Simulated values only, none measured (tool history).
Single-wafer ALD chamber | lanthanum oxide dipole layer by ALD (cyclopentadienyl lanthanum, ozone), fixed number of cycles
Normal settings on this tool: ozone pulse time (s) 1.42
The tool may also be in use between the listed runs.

run   hour  ozone pulse time (s)  read-back reference wafer on the same gauge, thickness_nm  mean film thickness on the monitor wafer (Å)
  1    0.0                  1.42                                                      0.655                                          5.13
  2    7.0                  1.42                                                      0.655                                          5.11
  3   17.3                  1.42                                                      0.655                                          5.09
  4   29.4                  1.09                                                      0.656                                          4.13
  5   72.7                  1.42                                                      0.655                                          5.08
  6   88.0                  1.42                                                      0.654                                          5.09
  7  101.2                  1.42                                                      0.655                                          5.09
  8  108.5                  1.42                                                      0.654                                          5.07
  9  120.6                  1.19                                                      0.655                                          4.45
 10  134.2                  1.69                                                      0.656                                          5.44
 11  146.1                  1.69                                                      0.653                                          5.44
 12  154.5                  1.69                                                      0.656                                          5.40
 13  168.3                  1.42                                                      0.655                                          4.98
 14  185.2                  1.68                                                      0.654                                          5.38
     206.6  -- showerhead replaced
 15  207.1                  1.42                                                      0.654                                          4.98
 16  216.8                  1.42                                                      0.655                                          4.86
 17  225.6                  1.77                                                      0.656                                          5.40
     238.9  -- ozone generator serviced
 18  239.4                  1.42                                                      0.655                                          5.50
 19  247.6                  1.20                                                      0.655                                          5.10
     268.8  -- thermocouple changed; heater temperature recalibrated
 20  278.8                  1.82                                                      0.655                                          5.73
 21  296.8                  1.42                                                      0.654                                          5.49
 22  314.4                  1.78                                                      0.654                                          5.80
 23  322.4                  1.06                                                      0.655                                          4.62
     323.8  -- gauge calibrated
 24  330.0                  1.96                                                      0.655                                          5.76
 25  341.6                  1.14                                                      0.655                                          4.91
 26  355.3                  1.42                                                      0.656                                          5.48
 27  363.4                  1.18                                                      0.656                                          5.03
 28  413.4                  1.89                                                      0.654                                          5.81
 29  421.7                  1.23                                                      0.654                                          5.22
 30  433.5                  0.86                                                      0.654                                          3.46
 31  445.9                  1.42                                                      0.656                                          5.51
 32  462.2                  1.19                                                      0.655                                          5.00
 33  468.7                  1.66                                                      0.655                                          5.73
 34  481.2                  0.87                                                      0.655                                          3.51

Below are 5 alternative next runs, each starting from the tool's condition after run 34. Predict each:
  A  481.6                  1.42                                                          ?                                             ?
  B  481.6                  1.62                                                          ?                                             ?
  C  481.6                  0.90                                                          ?                                             ?
  D  481.6                  1.86                                                          ?                                             ?
  E  481.6                  1.58                                                          ?                                             ?

run  read-back reference wafer on the same gauge, thickness_nm  mean film thickness on the monitor wafer (Å)
  A                                                      0.654                                          5.52
  B                                                      0.654                                          5.72
  C                                                      0.654                                          3.78
  D                                                      0.654                                          5.83
  E                                                      0.654                                          5.69
Had the tool no hidden state, the same runs would have come out as:
run  mean film thickness on the monitor wafer (Å)
  A                                          5.58
  B                                          5.75
  C                                          3.90
  D                                          5.85
  E                                          5.73
